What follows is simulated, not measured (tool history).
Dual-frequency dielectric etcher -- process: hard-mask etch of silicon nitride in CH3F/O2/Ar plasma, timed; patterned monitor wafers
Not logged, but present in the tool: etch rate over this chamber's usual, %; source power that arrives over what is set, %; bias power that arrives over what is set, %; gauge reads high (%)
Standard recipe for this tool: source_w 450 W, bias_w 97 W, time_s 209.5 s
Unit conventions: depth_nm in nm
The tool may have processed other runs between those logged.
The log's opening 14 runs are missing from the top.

run	hour	source_w	bias_w	time_s	wafers since the last listed run	hours since the last wet clean	hours since the last source power generator calibration	hours since the last bias power generator calibration	hours since the last upper electrode change	hours since the gauge calibration	read-back reference wafer on the same gauge, depth_nm	depth_nm
15	165.9	450	97	209.5	57	48.8	14.5	150.4	3253.8	391.1	138	168.8
16	175.3	510	89	271	78	58.2	23.9	159.8	3263.2	400.5	138	219.3
# hour 212.9: upper electrode replaced
17	213.4	550	89	226	117	96.3	62	197.9	0.5	438.6	138	188.2
18	214.9	420	104	175	12	97.8	63.5	199.4	2	440.1	138	142.1
19	225.1	530	97	209.5	85	108	73.7	209.6	12.2	450.3	138	179.2
20	238.5	450	90	209.5	111	121.4	87.1	223	25.6	463.7	138	162.9
21	254.4	550	108	179	132	137.3	103	238.9	41.5	479.6	138	163.2
22	263.1	360	75	270.5	72	146	111.7	247.6	50.2	488.3	138	177.9
23	272.4	420	90	209.5	77	155.3	121	256.9	59.5	497.6	138	159.2

Run 24 is up next; what results do you expect?
# hour 280.4: gauge calibrated
24	280.9	450	97	209.5	70	163.8	129.5	265.4	68	0.5	?	?

Run 24 came out at read-back reference wafer on the same gauge, depth_nm 138, depth_nm 169.4 nm.
Take away the tool's hidden state, keep the run-to-run variation as it was, and the same run would have given depth_nm 170.1 nm.

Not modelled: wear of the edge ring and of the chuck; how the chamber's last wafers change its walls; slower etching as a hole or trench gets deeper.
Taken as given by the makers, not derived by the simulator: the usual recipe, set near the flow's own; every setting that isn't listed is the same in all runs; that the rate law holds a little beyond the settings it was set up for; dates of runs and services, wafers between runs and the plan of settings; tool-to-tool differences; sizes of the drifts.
